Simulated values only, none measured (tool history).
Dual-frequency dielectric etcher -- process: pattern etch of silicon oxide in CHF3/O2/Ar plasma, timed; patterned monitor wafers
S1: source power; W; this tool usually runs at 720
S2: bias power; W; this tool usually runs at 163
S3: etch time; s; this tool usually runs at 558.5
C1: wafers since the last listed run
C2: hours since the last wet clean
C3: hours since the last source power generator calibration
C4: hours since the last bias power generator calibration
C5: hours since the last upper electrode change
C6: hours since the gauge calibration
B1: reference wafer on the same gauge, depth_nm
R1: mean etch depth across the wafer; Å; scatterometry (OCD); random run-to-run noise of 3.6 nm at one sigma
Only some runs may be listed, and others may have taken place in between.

{"run": 1, "day": 0.0, "S1": 720, "S2": 153, "S3": 558.5, "C1": 0, "C2": 42, "C3": 460.8, "C4": 2938.1, "C5": 5563.2, "C6": 1059.1, "B1": 1059.9, "R1": 10931}
{"run": 2, "day": 3.192, "S1": 720, "S2": 153, "S3": 558.5, "C1": 167, "C2": 118.6, "C3": 537.4, "C4": 3014.7, "C5": 5639.8, "C6": 1135.7, "B1": 1060.9, "R1": 10932}
{"run": 3, "day": 6.471, "S1": 720, "S2": 163, "S3": 558.5, "C1": 172, "C2": 197.3, "C3": 616.1, "C4": 3093.4, "C5": 5718.5, "C6": 1214.4, "B1": 1059.3, "R1": 11241}
{"run": 4, "day": 8.125, "S1": 720, "S2": 163, "S3": 558.5, "C1": 86, "C2": 237, "C3": 655.8, "C4": 3133.1, "C5": 5758.2, "C6": 1254.1, "B1": 1059.9, "R1": 11250}
{"run": 5, "day": 11.371, "S1": 720, "S2": 163, "S3": 558.5, "C1": 170, "C2": 314.9, "C3": 733.7, "C4": 3211, "C5": 5836.1, "C6": 1332, "B1": 1060.1, "R1": 11333}
{"run": 6, "day": 13.767, "S1": 720, "S2": 163, "S3": 558.5, "C1": 125, "C2": 372.4, "C3": 791.2, "C4": 3268.5, "C5": 5893.6, "C6": 1389.5, "B1": 1060.5, "R1": 11365}
{"run": 7, "day": 15.283, "S1": 680, "S2": 163, "S3": 674.5, "C1": 79, "C2": 408.8, "C3": 827.6, "C4": 3304.9, "C5": 5930, "C6": 1425.9, "B1": 1060.5, "R1": 13449}
{"run": 8, "day": 17.171, "S1": 680, "S2": 163, "S3": 674.5, "C1": 99, "C2": 454.1, "C3": 872.9, "C4": 3350.2, "C5": 5975.3, "C6": 1471.2, "B1": 1060.5, "R1": 13472}
{"day": 19.104, "done": "wet clean of the chamber"}
{"run": 9, "day": 21.492, "S1": 680, "S2": 163, "S3": 674.5, "C1": 174, "C2": 57.3, "C3": 976.6, "C4": 3453.9, "C5": 6079, "C6": 1574.9, "B1": 1061.3, "R1": 13669}
{"run": 10, "day": 23.908, "S1": 720, "S2": 163, "S3": 558.5, "C1": 126, "C2": 115.3, "C3": 1034.6, "C4": 3511.9, "C5": 6137, "C6": 1632.9, "B1": 1060.1, "R1": 11693}
{"day": 25.25, "done": "upper electrode replaced"}
{"day": 26.475, "done": "gauge calibrated"}
{"run": 11, "day": 27.283, "S1": 720, "S2": 163, "S3": 558.5, "C1": 124, "C2": 196.3, "C3": 1115.6, "C4": 3592.9, "C5": 48.8, "C6": 19.4, "B1": 1059.9, "R1": 11646}
{"run": 12, "day": 29.75, "S1": 720, "S2": 163, "S3": 558.5, "C1": 129, "C2": 255.5, "C3": 1174.8, "C4": 3652.1, "C5": 108, "C6": 78.6, "B1": 1060.9, "R1": 11758}
{"run": 13, "day": 33.221, "S1": 720, "S2": 140, "S3": 558.5, "C1": 182, "C2": 338.8, "C3": 1258.1, "C4": 3735.4, "C5": 191.3, "C6": 161.9, "B1": 1059.6, "R1": 11074}
{"day": 37.296, "done": "wet clean of the chamber, repeated, since the last time left the tool worse"}
{"run": 14, "day": 37.317, "S1": 720, "S2": 163, "S3": 558.5, "C1": 162, "C2": 0.5, "C3": 1356.4, "C4": 3833.7, "C5": 289.6, "C6": 260.2, "B1": 1060.8, "R1": 11215}
{"day": 38.346, "done": "source power generator calibrated"}
{"run": 15, "day": 39.279, "S1": 790, "S2": 126, "S3": 558.5, "C1": 94, "C2": 47.6, "C3": 22.4, "C4": 3880.8, "C5": 336.7, "C6": 307.3, "B1": 1060.2, "R1": 10634}
{"run": 16, "day": 41.283, "S1": 820, "S2": 192, "S3": 647, "C1": 105, "C2": 95.7, "C3": 70.5, "C4": 3928.9, "C5": 384.8, "C6": 355.4, "B1": 1059.7, "R1": 14643}
{"run": 17, "day": 43.029, "S1": 640, "S2": 163, "S3": 558.5, "C1": 91, "C2": 137.6, "C3": 112.4, "C4": 3970.8, "C5": 426.7, "C6": 397.3, "B1": 1060.3, "R1": 10698}
{"day": 44.638, "done": "bias power generator calibrated"}
{"run": 18, "day": 47.421, "S1": 680, "S2": 163, "S3": 674.5, "C1": 222, "C2": 243, "C3": 217.8, "C4": 66.8, "C5": 532.1, "C6": 502.7, "B1": 1061, "R1": 13304}
{"run": 19, "day": 51.142, "S1": 720, "S2": 183, "S3": 446, "C1": 195, "C2": 332.3, "C3": 307.1, "C4": 156.1, "C5": 621.4, "C6": 592, "B1": 1060.5, "R1": 9548}
{"run": 20, "day": 55.521, "S1": 820, "S2": 198, "S3": 425.5, "C1": 230, "C2": 437.4, "C3": 412.2, "C4": 261.2, "C5": 726.5, "C6": 697.1, "B1": 1060, "R1": 9972}
{"day": 57.95, "done": "wet clean of the chamber"}
{"run": 21, "day": 59.933, "S1": 720, "S2": 183, "S3": 446, "C1": 179, "C2": 47.6, "C3": 518.1, "C4": 367.1, "C5": 832.4, "C6": 803, "B1": 1059.7, "R1": 9456}
{"run": 22, "day": 62.596, "S1": 720, "S2": 163, "S3": 558.5, "C1": 139, "C2": 111.5, "C3": 582, "C4": 431, "C5": 896.3, "C6": 866.9, "B1": 1059.7, "R1": 11292}
{"run": 23, "day": 64.588, "S1": 720, "S2": 163, "S3": 643.5, "C1": 104, "C2": 159.3, "C3": 629.8, "C4": 478.8, "C5": 944.1, "C6": 914.7, "B1": 1061, "R1": 13078}
{"run": 24, "day": 67.304, "S1": 720, "S2": 182, "S3": 558.5, "C1": 142, "C2": 224.5, "C3": 695, "C4": 544, "C5": 1009.3, "C6": 979.9, "B1": 1060.5, "R1": 11827}
{"run": 25, "day": 71.342, "S1": 720, "S2": 163, "S3": 643.5, "C1": 212, "C2": 321.4, "C3": 791.9, "C4": 640.9, "C5": 1106.2, "C6": 1076.8, "B1": 1060.1, "R1": 13156}
{"day": 80.138, "done": "wet clean of the chamber"}
{"run": 26, "day": 81.838, "S1": 840, "S2": 187, "S3": 558.5, "C1": 498, "C2": 40.8, "C3": 1043.8, "C4": 892.8, "C5": 1358.1, "C6": 1328.7, "B1": 1059.8, "R1": 12610}

Give the tool's hidden conditions for every run:
source power that arrives over what is set, %: 0, the same for each run
bias power that arrives over what is set, %: 0, the same for each run
gauge reads high (%): 0, the same for each run
H1: etch rate over this chamber's usual, %
run=1 H1=-0.141
run=2 H1=0.223
run=3 H1=0.597
run=4 H1=0.785
run=5 H1=1.16
run=6 H1=1.43
run=7 H1=1.6
run=8 H1=1.82
run=9 H1=3.74
run=10 H1=4.01
run=11 H1=4.4
run=12 H1=4.68
run=13 H1=5.07
run=14 H1=-0.0306
run=15 H1=0.193
run=16 H1=0.422
run=17 H1=0.62
run=18 H1=1.12
run=19 H1=1.55
run=20 H1=2.04
run=21 H1=0.256
run=22 H1=0.559
run=23 H1=0.786
run=24 H1=1.1
run=25 H1=1.56
run=26 H1=-0.0879

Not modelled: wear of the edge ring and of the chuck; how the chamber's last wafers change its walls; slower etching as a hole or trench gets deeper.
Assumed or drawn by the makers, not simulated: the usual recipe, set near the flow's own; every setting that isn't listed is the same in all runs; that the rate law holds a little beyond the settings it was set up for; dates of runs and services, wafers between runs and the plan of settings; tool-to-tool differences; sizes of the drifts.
